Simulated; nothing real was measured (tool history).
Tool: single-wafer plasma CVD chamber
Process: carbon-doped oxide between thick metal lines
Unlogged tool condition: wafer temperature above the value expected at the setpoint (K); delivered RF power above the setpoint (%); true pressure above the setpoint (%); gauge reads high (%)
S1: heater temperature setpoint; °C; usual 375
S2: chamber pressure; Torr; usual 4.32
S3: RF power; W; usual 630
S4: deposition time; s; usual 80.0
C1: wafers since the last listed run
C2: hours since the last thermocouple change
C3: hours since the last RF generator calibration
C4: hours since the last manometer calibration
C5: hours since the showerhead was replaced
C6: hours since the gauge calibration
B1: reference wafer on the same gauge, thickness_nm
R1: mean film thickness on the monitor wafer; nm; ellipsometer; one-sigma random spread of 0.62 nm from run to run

run	hour	S1	S2	S3	S4	C1	C2	C3	C4	C5	C6	B1	R1
1	0.0	365	4.32	630	80.0	0	2889.3	1564.7	2191.9	7534.6	9.3	358.999	418.745
2	10.4	365	4.32	630	80.0	151	2899.7	1575.1	2202.3	7545.0	19.7	358.985	420.266
# hour 70.3: capacitance manometer re-zeroed and calibrated
3	70.8	375	4.32	630	80.0	762	2960.1	1635.5	0.5	7605.4	80.1	359.171	412.352
4	78.1	375	4.32	630	80.0	106	2967.4	1642.8	7.8	7612.7	87.4	358.955	412.254
5	84.9	375	4.32	630	80.0	98	2974.2	1649.6	14.6	7619.5	94.2	359.067	411.572
6	90.9	375	4.32	630	80.0	87	2980.2	1655.6	20.6	7625.5	100.2	358.896	410.119
# hour 101.5: showerhead replaced
7	108.2	375	3.75	630	80.0	135	2997.5	1672.9	37.9	6.7	117.5	358.902	402.638
8	121.0	375	5.32	630	80.0	186	3010.3	1685.7	50.7	19.5	130.3	359.075	425.632
# hour 129.4: RF generator calibrated
# hour 137.4: thermocouple changed; heater temperature recalibrated
9	137.9	375	3.34	720	80.0	13	0.5	8.5	67.6	36.4	147.2	358.935	414.055
10	145.7	375	4.32	690	66.2	113	8.3	16.3	75.4	44.2	155.0	358.915	352.540
# hour 161.7: gauge calibrated
11	161.8	363	3.34	550	74.7	234	24.4	32.4	91.5	60.3	0.1	358.967	363.597
12	175.6	375	4.32	630	66.9	200	38.2	46.2	105.3	74.1	13.9	359.093	344.880
13	187.5	361	3.81	670	80.0	173	50.1	58.1	117.2	86.0	25.8	359.108	423.322
14	202.8	375	4.32	630	80.0	222	65.4	73.4	132.5	101.3	41.1	359.062	410.789

Each row is a separate what-if for the run after 14, all from the same tool condition, not one after another. Results?
A	203.2	379	4.32	630	80.0	5	65.8	73.8	132.9	101.7	41.5	?	?
B	203.2	375	5.13	630	88.7	5	65.8	73.8	132.9	101.7	41.5	?	?
C	203.2	375	4.98	755	84.4	5	65.8	73.8	132.9	101.7	41.5	?	?
D	203.2	382	4.32	630	90.4	5	65.8	73.8	132.9	101.7	41.5	?	?
E	203.2	375	4.32	520	80.0	5	65.8	73.8	132.9	101.7	41.5	?	?

run	B1	R1
A	359.049	409.355
B	359.049	469.551
C	359.049	471.998
D	359.049	459.797
E	359.049	388.846
Had the tool no hidden state, the same runs would have come out as:
run	R1
A	409.355
B	469.551
C	471.998
D	459.797
E	388.846
